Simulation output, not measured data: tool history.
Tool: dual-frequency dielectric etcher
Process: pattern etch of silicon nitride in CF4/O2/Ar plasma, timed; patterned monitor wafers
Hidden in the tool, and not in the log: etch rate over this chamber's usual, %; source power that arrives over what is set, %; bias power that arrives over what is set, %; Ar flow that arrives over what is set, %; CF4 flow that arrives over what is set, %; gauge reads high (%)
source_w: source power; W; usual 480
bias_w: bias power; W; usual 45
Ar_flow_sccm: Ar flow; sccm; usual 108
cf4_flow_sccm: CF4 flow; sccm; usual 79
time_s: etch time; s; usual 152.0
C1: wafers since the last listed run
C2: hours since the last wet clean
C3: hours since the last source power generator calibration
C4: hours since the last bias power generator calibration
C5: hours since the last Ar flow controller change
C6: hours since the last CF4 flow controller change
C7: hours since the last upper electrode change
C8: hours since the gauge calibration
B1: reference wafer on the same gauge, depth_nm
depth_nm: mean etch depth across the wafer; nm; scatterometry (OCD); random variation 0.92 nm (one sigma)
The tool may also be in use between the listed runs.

{"run": 1, "hour": 0.0, "source_w": 480, "bias_w": 45, "Ar_flow_sccm": 108, "cf4_flow_sccm": 79, "time_s": 152.0, "C1": 0, "C2": 0.5, "C3": 416.2, "C4": 200.2, "C5": 4628.7, "C6": 65.2, "C7": 356.6, "C8": 421.2, "B1": 255.1, "depth_nm": 253.7}
{"run": 2, "hour": 22.6, "source_w": 480, "bias_w": 45, "Ar_flow_sccm": 108, "cf4_flow_sccm": 79, "time_s": 152.0, "C1": 228, "C2": 23.1, "C3": 438.8, "C4": 222.8, "C5": 4651.3, "C6": 87.8, "C7": 379.2, "C8": 443.8, "B1": 255.0, "depth_nm": 255.1}
{"run": 3, "hour": 58.7, "source_w": 480, "bias_w": 45, "Ar_flow_sccm": 129, "cf4_flow_sccm": 79, "time_s": 186.0, "C1": 365, "C2": 59.2, "C3": 474.9, "C4": 258.9, "C5": 4687.4, "C6": 123.9, "C7": 415.3, "C8": 479.9, "B1": 255.2, "depth_nm": 299.0}
{"run": 4, "hour": 91.3, "source_w": 480, "bias_w": 45, "Ar_flow_sccm": 108, "cf4_flow_sccm": 79, "time_s": 187.5, "C1": 330, "C2": 91.8, "C3": 507.5, "C4": 291.5, "C5": 4720.0, "C6": 156.5, "C7": 447.9, "C8": 512.5, "B1": 254.8, "depth_nm": 319.1}
{"run": 5, "hour": 154.8, "source_w": 480, "bias_w": 45, "Ar_flow_sccm": 108, "cf4_flow_sccm": 61, "time_s": 152.0, "C1": 643, "C2": 155.3, "C3": 571.0, "C4": 355.0, "C5": 4783.5, "C6": 220.0, "C7": 511.4, "C8": 576.0, "B1": 255.1, "depth_nm": 249.3}
{"run": 6, "hour": 196.3, "source_w": 480, "bias_w": 45, "Ar_flow_sccm": 108, "cf4_flow_sccm": 79, "time_s": 152.0, "C1": 420, "C2": 196.8, "C3": 612.5, "C4": 396.5, "C5": 4825.0, "C6": 261.5, "C7": 552.9, "C8": 617.5, "B1": 254.8, "depth_nm": 258.5}
{"hour": 204.1, "done": "Ar flow controller replaced"}
{"run": 7, "hour": 233.4, "source_w": 480, "bias_w": 53, "Ar_flow_sccm": 98, "cf4_flow_sccm": 85, "time_s": 152.0, "C1": 315, "C2": 233.9, "C3": 649.6, "C4": 433.6, "C5": 29.3, "C6": 298.6, "C7": 590.0, "C8": 654.6, "B1": 255.1, "depth_nm": 290.6}
{"run": 8, "hour": 283.1, "source_w": 530, "bias_w": 45, "Ar_flow_sccm": 108, "cf4_flow_sccm": 79, "time_s": 152.0, "C1": 503, "C2": 283.6, "C3": 699.3, "C4": 483.3, "C5": 79.0, "C6": 348.3, "C7": 639.7, "C8": 704.3, "B1": 255.2, "depth_nm": 289.4}
{"run": 9, "hour": 321.1, "source_w": 480, "bias_w": 45, "Ar_flow_sccm": 108, "cf4_flow_sccm": 79, "time_s": 152.0, "C1": 384, "C2": 321.6, "C3": 737.3, "C4": 521.3, "C5": 117.0, "C6": 386.3, "C7": 677.7, "C8": 742.3, "B1": 255.1, "depth_nm": 261.0}
{"run": 10, "hour": 372.5, "source_w": 480, "bias_w": 38, "Ar_flow_sccm": 108, "cf4_flow_sccm": 79, "time_s": 139.0, "C1": 520, "C2": 373.0, "C3": 788.7, "C4": 572.7, "C5": 168.4, "C6": 437.7, "C7": 729.1, "C8": 793.7, "B1": 254.8, "depth_nm": 219.0}
{"run": 11, "hour": 438.8, "source_w": 480, "bias_w": 45, "Ar_flow_sccm": 108, "cf4_flow_sccm": 79, "time_s": 152.0, "C1": 671, "C2": 439.3, "C3": 855.0, "C4": 639.0, "C5": 234.7, "C6": 504.0, "C7": 795.4, "C8": 860.0, "B1": 255.2, "depth_nm": 264.7}
{"run": 12, "hour": 484.0, "source_w": 480, "bias_w": 38, "Ar_flow_sccm": 135, "cf4_flow_sccm": 65, "time_s": 182.0, "C1": 457, "C2": 484.5, "C3": 900.2, "C4": 684.2, "C5": 279.9, "C6": 549.2, "C7": 840.6, "C8": 905.2, "B1": 255.1, "depth_nm": 266.0}
{"hour": 541.2, "done": "wet clean of the chamber"}
{"run": 13, "hour": 541.7, "source_w": 480, "bias_w": 39, "Ar_flow_sccm": 108, "cf4_flow_sccm": 99, "time_s": 176.0, "C1": 341, "C2": 0.5, "C3": 957.9, "C4": 741.9, "C5": 337.6, "C6": 606.9, "C7": 898.3, "C8": 962.9, "B1": 255.1, "depth_nm": 279.9}
{"run": 14, "hour": 550.7, "source_w": 480, "bias_w": 45, "Ar_flow_sccm": 108, "cf4_flow_sccm": 96, "time_s": 188.5, "C1": 91, "C2": 9.5, "C3": 966.9, "C4": 750.9, "C5": 346.6, "C6": 615.9, "C7": 907.3, "C8": 971.9, "B1": 255.5, "depth_nm": 322.7}
{"run": 15, "hour": 617.4, "source_w": 480, "bias_w": 45, "Ar_flow_sccm": 108, "cf4_flow_sccm": 79, "time_s": 127.0, "C1": 675, "C2": 76.2, "C3": 1033.6, "C4": 817.6, "C5": 413.3, "C6": 682.6, "C7": 974.0, "C8": 1038.6, "B1": 254.9, "depth_nm": 213.0}
{"run": 16, "hour": 648.9, "source_w": 480, "bias_w": 45, "Ar_flow_sccm": 108, "cf4_flow_sccm": 79, "time_s": 168.5, "C1": 319, "C2": 107.7, "C3": 1065.1, "C4": 849.1, "C5": 444.8, "C6": 714.1, "C7": 1005.5, "C8": 1070.1, "B1": 255.3, "depth_nm": 284.1}
{"run": 17, "hour": 705.9, "source_w": 480, "bias_w": 45, "Ar_flow_sccm": 91, "cf4_flow_sccm": 79, "time_s": 137.0, "C1": 577, "C2": 164.7, "C3": 1122.1, "C4": 906.1, "C5": 501.8, "C6": 771.1, "C7": 1062.5, "C8": 1127.1, "B1": 255.4, "depth_nm": 239.8}
{"run": 18, "hour": 755.5, "source_w": 480, "bias_w": 50, "Ar_flow_sccm": 83, "cf4_flow_sccm": 93, "time_s": 109.0, "C1": 502, "C2": 214.3, "C3": 1171.7, "C4": 955.7, "C5": 551.4, "C6": 820.7, "C7": 1112.1, "C8": 1176.7, "B1": 254.7, "depth_nm": 210.4}
{"run": 19, "hour": 807.0, "source_w": 480, "bias_w": 45, "Ar_flow_sccm": 108, "cf4_flow_sccm": 87, "time_s": 152.0, "C1": 521, "C2": 265.8, "C3": 1223.2, "C4": 1007.2, "C5": 602.9, "C6": 872.2, "C7": 1163.6, "C8": 1228.2, "B1": 255.3, "depth_nm": 262.8}
{"hour": 824.9, "done": "gauge calibrated"}
{"run": 20, "hour": 841.1, "source_w": 480, "bias_w": 45, "Ar_flow_sccm": 125, "cf4_flow_sccm": 79, "time_s": 176.0, "C1": 345, "C2": 299.9, "C3": 1257.3, "C4": 1041.3, "C5": 637.0, "C6": 906.3, "C7": 1197.7, "C8": 16.2, "B1": 254.9, "depth_nm": 292.2}
{"run": 21, "hour": 874.9, "source_w": 480, "bias_w": 45, "Ar_flow_sccm": 108, "cf4_flow_sccm": 79, "time_s": 168.5, "C1": 342, "C2": 333.7, "C3": 1291.1, "C4": 1075.1, "C5": 670.8, "C6": 940.1, "C7": 1231.5, "C8": 50.0, "B1": 254.5, "depth_nm": 289.5}

4 ways to go on from here, each from the tool as it stands after run 21. What would each give?
{"run": "A", "hour": 875.4, "source_w": 480, "bias_w": 45, "Ar_flow_sccm": 86, "cf4_flow_sccm": 79, "time_s": 152.0, "C1": 5, "C2": 334.2, "C3": 1291.6, "C4": 1075.6, "C5": 671.3, "C6": 940.6, "C7": 1232.0, "C8": 50.5, "B1": "?", "depth_nm": "?"}
{"run": "B", "hour": 875.4, "source_w": 480, "bias_w": 42, "Ar_flow_sccm": 108, "cf4_flow_sccm": 79, "time_s": 152.0, "C1": 5, "C2": 334.2, "C3": 1291.6, "C4": 1075.6, "C5": 671.3, "C6": 940.6, "C7": 1232.0, "C8": 50.5, "B1": "?", "depth_nm": "?"}
{"run": "C", "hour": 875.4, "source_w": 480, "bias_w": 48, "Ar_flow_sccm": 94, "cf4_flow_sccm": 79, "time_s": 152.0, "C1": 5, "C2": 334.2, "C3": 1291.6, "C4": 1075.6, "C5": 671.3, "C6": 940.6, "C7": 1232.0, "C8": 50.5, "B1": "?", "depth_nm": "?"}
{"run": "D", "hour": 875.4, "source_w": 480, "bias_w": 45, "Ar_flow_sccm": 118, "cf4_flow_sccm": 79, "time_s": 152.0, "C1": 5, "C2": 334.2, "C3": 1291.6, "C4": 1075.6, "C5": 671.3, "C6": 940.6, "C7": 1232.0, "C8": 50.5, "B1": "?", "depth_nm": "?"}

run=A B1=254.9 depth_nm=274.5
run=B B1=254.9 depth_nm=251.8
run=C B1=254.9 depth_nm=278.1
run=D B1=254.9 depth_nm=256.1
Without the tool's hidden state the same runs would have given:
run=A depth_nm=268.6
run=B depth_nm=246.4
run=C depth_nm=272.1
run=D depth_nm=250.6
